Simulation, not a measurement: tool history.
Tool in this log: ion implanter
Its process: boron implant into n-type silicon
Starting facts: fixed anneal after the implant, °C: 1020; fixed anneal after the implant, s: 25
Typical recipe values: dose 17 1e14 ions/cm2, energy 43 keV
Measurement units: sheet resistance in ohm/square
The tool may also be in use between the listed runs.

run	hour	dose	energy	read-back reference wafer on the same gauge, sheet resistance	sheet resistance
1	0	14.6	43	74.88	82.88
# hour 5: Faraday cup replaced and dose calibrated
2	54.6	14.6	43	75.18	84.57
3	118.9	14.6	43	75.2	83.39
4	161	17	43	75.14	73.93
5	259.5	17	43	75.21	74.48
6	308.6	17	43	75.13	73.76
7	351.5	17	43	75.1	73.58
8	446.5	17	43	75.07	73.17
9	547.2	17	43	75.13	73.76
# hour 598.1: extraction supply calibrated
10	613.3	17	43	75.07	73.21
11	712.3	14.6	43	74.93	82.52
12	772.7	20.39	43	75.28	63.03
# hour 829.1: gauge calibrated
13	855.6	21.17	36	75.14	63.08
14	927.8	17	43	75.1	73.09
# hour 962.3: Faraday cup replaced and dose calibrated
15	1001.7	20.88	49	75.08	61.4
16	1055.4	17	30.5	75.06	76.49
17	1135	17	55	75.05	72.18
18	1188.1	21.1	34	75.13	63.5
19	1258.4	14.2	55.5	75.32	84.82
20	1428.1	19.15	57	75.14	65.03

Consider 5 possible next runs. They are alternatives, not a sequence: every one starts from the tool as it was left by run 20. What does each give?
A	1428.5	17	43	?	?
B	1428.5	18.31	29	?	?
C	1428.5	19.27	49.5	?	?
D	1428.5	18.98	49	?	?
E	1428.5	19.65	43	?	?

run	read-back reference wafer on the same gauge, sheet resistance	sheet resistance
A	75.04	73.23
B	75.04	71.93
C	75.04	65.09
D	75.04	65.99
E	75.04	64.98
With the hidden condition removed and each run's random variation left untouched, the same runs would have given:
run	sheet resistance
A	73.76
B	72.39
C	65.56
D	66.46
E	65.43

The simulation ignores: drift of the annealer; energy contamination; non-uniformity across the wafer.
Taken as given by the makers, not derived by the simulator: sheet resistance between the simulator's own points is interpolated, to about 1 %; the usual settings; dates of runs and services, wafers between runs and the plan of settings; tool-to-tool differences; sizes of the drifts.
